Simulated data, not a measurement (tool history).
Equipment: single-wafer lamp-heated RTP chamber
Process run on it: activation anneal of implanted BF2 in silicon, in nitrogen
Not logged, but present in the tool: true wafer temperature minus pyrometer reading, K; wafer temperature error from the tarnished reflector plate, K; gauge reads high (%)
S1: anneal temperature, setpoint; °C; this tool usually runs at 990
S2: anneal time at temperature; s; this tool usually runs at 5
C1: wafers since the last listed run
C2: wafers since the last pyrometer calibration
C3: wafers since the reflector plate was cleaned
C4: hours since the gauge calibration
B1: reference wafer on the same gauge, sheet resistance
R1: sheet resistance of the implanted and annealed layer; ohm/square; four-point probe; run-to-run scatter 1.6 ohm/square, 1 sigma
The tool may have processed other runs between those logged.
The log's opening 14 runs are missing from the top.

{"run": 15, "hour": 754.7, "S1": 990, "S2": 5, "C1": 442, "C2": 4527, "C3": 5719, "C4": 406.2, "B1": 617.58, "R1": 578.85}
{"run": 16, "hour": 779.9, "S1": 990, "S2": 3, "C1": 419, "C2": 4947, "C3": 6138, "C4": 431.4, "B1": 617.99, "R1": 576.92}
{"run": 17, "hour": 807.3, "S1": 990, "S2": 7, "C1": 455, "C2": 5402, "C3": 6594, "C4": 458.8, "B1": 617.9, "R1": 580.04}
{"run": 18, "hour": 854.8, "S1": 990, "S2": 5, "C1": 790, "C2": 6193, "C3": 7384, "C4": 506.3, "B1": 618.18, "R1": 577.47}
{"hour": 891.6, "done": "pyrometer window cleaned and pyrometer calibrated"}
{"run": 19, "hour": 915.9, "S1": 960, "S2": 7, "C1": 883, "C2": 403, "C3": 8267, "C4": 567.4, "B1": 618.49, "R1": 606.62}
{"run": 20, "hour": 950.9, "S1": 1004, "S2": 8, "C1": 582, "C2": 986, "C3": 8849, "C4": 602.4, "B1": 618.02, "R1": 576.39}
{"run": 21, "hour": 984.8, "S1": 1003, "S2": 4, "C1": 563, "C2": 1550, "C3": 9413, "C4": 636.3, "B1": 618.08, "R1": 580}
{"run": 22, "hour": 1012.2, "S1": 1013, "S2": 3, "C1": 455, "C2": 2005, "C3": 9869, "C4": 663.7, "B1": 618.69, "R1": 575.84}
{"run": 23, "hour": 1051.0, "S1": 990, "S2": 5, "C1": 645, "C2": 2651, "C3": 10515, "C4": 702.5, "B1": 617.22, "R1": 581.08}
{"run": 24, "hour": 1075.0, "S1": 963, "S2": 3, "C1": 399, "C2": 3050, "C3": 10914, "C4": 726.5, "B1": 617.5, "R1": 609.14}
{"run": 25, "hour": 1102.4, "S1": 962, "S2": 5, "C1": 455, "C2": 3506, "C3": 11370, "C4": 753.9, "B1": 617.38, "R1": 603.93}
{"hour": 1150.4, "done": "reflector plate cleaned"}
{"run": 26, "hour": 1150.9, "S1": 970, "S2": 4, "C1": 673, "C2": 4180, "C3": 8, "C4": 802.4, "B1": 618.31, "R1": 592.91}
{"run": 27, "hour": 1201.8, "S1": 1013, "S2": 5, "C1": 846, "C2": 5026, "C3": 855, "C4": 853.3, "B1": 617.75, "R1": 576.52}
{"hour": 1307.9, "done": "pyrometer window cleaned and pyrometer calibrated"}
{"run": 28, "hour": 1359.1, "S1": 1011, "S2": 5, "C1": 2483, "C2": 851, "C3": 3338, "C4": 1010.6, "B1": 618.07, "R1": 575.61}
{"run": 29, "hour": 1398.7, "S1": 966, "S2": 6, "C1": 658, "C2": 1509, "C3": 3997, "C4": 1050.2, "B1": 617.82, "R1": 598.35}
{"run": 30, "hour": 1455.4, "S1": 975, "S2": 3, "C1": 943, "C2": 2453, "C3": 4940, "C4": 1106.9, "B1": 617.58, "R1": 591.53}
{"run": 31, "hour": 1501.9, "S1": 990, "S2": 5, "C1": 773, "C2": 3226, "C3": 5714, "C4": 1153.4, "B1": 617.85, "R1": 577.43}
{"run": 32, "hour": 1565.0, "S1": 1000, "S2": 7, "C1": 1049, "C2": 4276, "C3": 6764, "C4": 1216.5, "B1": 618.93, "R1": 575.5}
{"run": 33, "hour": 1620.1, "S1": 973, "S2": 5, "C1": 916, "C2": 5193, "C3": 7680, "C4": 1271.6, "B1": 617.76, "R1": 592.05}
{"run": 34, "hour": 1676.8, "S1": 990, "S2": 5, "C1": 943, "C2": 6136, "C3": 8623, "C4": 1328.3, "B1": 618.17, "R1": 576.58}
{"hour": 1733.8, "done": "pyrometer window cleaned and pyrometer calibrated"}
{"run": 35, "hour": 1742.5, "S1": 1005, "S2": 8, "C1": 959, "C2": 144, "C3": 9583, "C4": 1394, "B1": 618.16, "R1": 572.89}
{"run": 36, "hour": 1771.7, "S1": 964, "S2": 5, "C1": 485, "C2": 630, "C3": 10069, "C4": 1423.2, "B1": 618.24, "R1": 601.06}

Each row is a separate what-if for the run after 36, all from the same tool condition, not one after another. Results?
{"run": "A", "hour": 1772.1, "S1": 1006, "S2": 5, "C1": 6, "C2": 636, "C3": 10076, "C4": 1423.6, "B1": "?", "R1": "?"}
{"run": "B", "hour": 1772.1, "S1": 963, "S2": 7, "C1": 6, "C2": 636, "C3": 10076, "C4": 1423.6, "B1": "?", "R1": "?"}
{"run": "C", "hour": 1772.1, "S1": 980, "S2": 7, "C1": 6, "C2": 636, "C3": 10076, "C4": 1423.6, "B1": "?", "R1": "?"}
{"run": "D", "hour": 1772.1, "S1": 968, "S2": 5, "C1": 6, "C2": 636, "C3": 10076, "C4": 1423.6, "B1": "?", "R1": "?"}
{"run": "E", "hour": 1772.1, "S1": 1018, "S2": 5, "C1": 6, "C2": 636, "C3": 10076, "C4": 1423.6, "B1": "?", "R1": "?"}

run=A B1=617.91 R1=577.67
run=B B1=617.91 R1=603.96
run=C B1=617.91 R1=584.01
run=D B1=617.91 R1=597.43
run=E B1=617.91 R1=577.62
The same runs, with their run-to-run variation unchanged, on a tool lacking any hidden condition would have given:
run=A R1=577.67
run=B R1=603.96
run=C R1=584.01
run=D R1=597.43
run=E R1=577.62
